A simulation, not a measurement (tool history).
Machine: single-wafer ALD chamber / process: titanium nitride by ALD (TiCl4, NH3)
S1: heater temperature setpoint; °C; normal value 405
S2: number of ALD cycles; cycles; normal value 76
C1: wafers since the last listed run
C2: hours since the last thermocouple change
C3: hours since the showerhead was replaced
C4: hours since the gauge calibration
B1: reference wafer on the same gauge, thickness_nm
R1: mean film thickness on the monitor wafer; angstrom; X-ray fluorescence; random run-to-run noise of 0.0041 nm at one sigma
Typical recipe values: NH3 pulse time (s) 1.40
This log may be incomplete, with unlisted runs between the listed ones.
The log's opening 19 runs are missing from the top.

{"run": 20, "day": 56.775, "S1": 417, "S2": 91, "NH3 pulse time (s)": 1.4, "C1": 109, "C2": 196.5, "C3": 333.4, "C4": 266.4, "B1": 1.556, "R1": 19.63}
{"run": 21, "day": 59.046, "S1": 405, "S2": 76, "NH3 pulse time (s)": 1.4, "C1": 114, "C2": 251.0, "C3": 387.9, "C4": 320.9, "B1": 1.556, "R1": 16.29}
{"run": 22, "day": 60.075, "S1": 405, "S2": 76, "NH3 pulse time (s)": 1.4, "C1": 51, "C2": 275.7, "C3": 412.6, "C4": 345.6, "B1": 1.557, "R1": 16.27}
{"run": 23, "day": 61.112, "S1": 414, "S2": 76, "NH3 pulse time (s)": 1.4, "C1": 52, "C2": 300.6, "C3": 437.5, "C4": 370.5, "B1": 1.557, "R1": 16.38}
{"run": 24, "day": 62.9, "S1": 394, "S2": 90, "NH3 pulse time (s)": 1.8, "C1": 89, "C2": 343.5, "C3": 480.4, "C4": 413.4, "B1": 1.557, "R1": 19.43}
{"run": 25, "day": 64.958, "S1": 405, "S2": 76, "NH3 pulse time (s)": 1.4, "C1": 103, "C2": 392.9, "C3": 529.8, "C4": 462.8, "B1": 1.557, "R1": 16.29}
{"run": 26, "day": 66.942, "S1": 405, "S2": 69, "NH3 pulse time (s)": 1.63, "C1": 99, "C2": 440.5, "C3": 577.4, "C4": 510.4, "B1": 1.558, "R1": 14.95}
{"run": 27, "day": 69.146, "S1": 405, "S2": 76, "NH3 pulse time (s)": 0.92, "C1": 110, "C2": 493.4, "C3": 630.3, "C4": 563.3, "B1": 1.557, "R1": 15.79}
{"run": 28, "day": 77.646, "S1": 399, "S2": 80, "NH3 pulse time (s)": 1.84, "C1": 427, "C2": 697.4, "C3": 834.3, "C4": 767.3, "B1": 1.559, "R1": 17.39}
{"run": 29, "day": 78.925, "S1": 405, "S2": 76, "NH3 pulse time (s)": 1.4, "C1": 64, "C2": 728.1, "C3": 865.0, "C4": 798.0, "B1": 1.558, "R1": 16.35}
{"run": 30, "day": 80.312, "S1": 419, "S2": 76, "NH3 pulse time (s)": 1.4, "C1": 69, "C2": 761.4, "C3": 898.3, "C4": 831.3, "B1": 1.558, "R1": 16.48}
{"run": 31, "day": 81.925, "S1": 413, "S2": 76, "NH3 pulse time (s)": 1.4, "C1": 81, "C2": 800.1, "C3": 937.0, "C4": 870.0, "B1": 1.559, "R1": 16.38}
{"run": 32, "day": 84.108, "S1": 417, "S2": 69, "NH3 pulse time (s)": 1.93, "C1": 109, "C2": 852.5, "C3": 989.4, "C4": 922.4, "B1": 1.56, "R1": 15.13}
{"run": 33, "day": 85.692, "S1": 395, "S2": 83, "NH3 pulse time (s)": 1.08, "C1": 79, "C2": 890.5, "C3": 1027.4, "C4": 960.4, "B1": 1.559, "R1": 17.25}
{"day": 86.896, "done": "thermocouple changed; heater temperature recalibrated"}
{"run": 34, "day": 88.462, "S1": 392, "S2": 76, "NH3 pulse time (s)": 1.4, "C1": 122, "C2": 37.6, "C3": 1093.9, "C4": 1026.9, "B1": 1.56, "R1": 16.08}
{"run": 35, "day": 90.967, "S1": 405, "S2": 76, "NH3 pulse time (s)": 1.4, "C1": 126, "C2": 97.7, "C3": 1154.0, "C4": 1087.0, "B1": 1.561, "R1": 16.39}
{"run": 36, "day": 92.962, "S1": 395, "S2": 86, "NH3 pulse time (s)": 1.8, "C1": 100, "C2": 145.6, "C3": 1201.9, "C4": 1134.9, "B1": 1.561, "R1": 18.58}
{"run": 37, "day": 95.933, "S1": 405, "S2": 76, "NH3 pulse time (s)": 1.02, "C1": 149, "C2": 216.9, "C3": 1273.2, "C4": 1206.2, "B1": 1.564, "R1": 16.09}
{"run": 38, "day": 98.871, "S1": 405, "S2": 84, "NH3 pulse time (s)": 1.4, "C1": 147, "C2": 287.4, "C3": 1343.7, "C4": 1276.7, "B1": 1.563, "R1": 18.1}
{"run": 39, "day": 100.075, "S1": 418, "S2": 62, "NH3 pulse time (s)": 1.09, "C1": 60, "C2": 316.3, "C3": 1372.6, "C4": 1305.6, "B1": 1.564, "R1": 13.28}

Predict each of these 4 candidate next runs independently; none follows another, all start after run 39:
{"run": "A", "day": 100.1, "S1": 405, "S2": 76, "NH3 pulse time (s)": 1.4, "C1": 1, "C2": 316.9, "C3": 1373.2, "C4": 1306.2, "B1": "?", "R1": "?"}
{"run": "B", "day": 100.1, "S1": 405, "S2": 91, "NH3 pulse time (s)": 1.4, "C1": 1, "C2": 316.9, "C3": 1373.2, "C4": 1306.2, "B1": "?", "R1": "?"}
{"run": "C", "day": 100.1, "S1": 409, "S2": 84, "NH3 pulse time (s)": 0.97, "C1": 1, "C2": 316.9, "C3": 1373.2, "C4": 1306.2, "B1": "?", "R1": "?"}
{"run": "D", "day": 100.1, "S1": 411, "S2": 90, "NH3 pulse time (s)": 0.93, "C1": 1, "C2": 316.9, "C3": 1373.2, "C4": 1306.2, "B1": "?", "R1": "?"}

run=A B1=1.563 R1=16.34
run=B B1=1.563 R1=19.57
run=C B1=1.563 R1=17.67
run=D B1=1.563 R1=18.91
Without the tool's hidden state the same runs would have given:
run=A R1=16.20
run=B R1=19.40
run=C R1=17.52
run=D R1=18.75
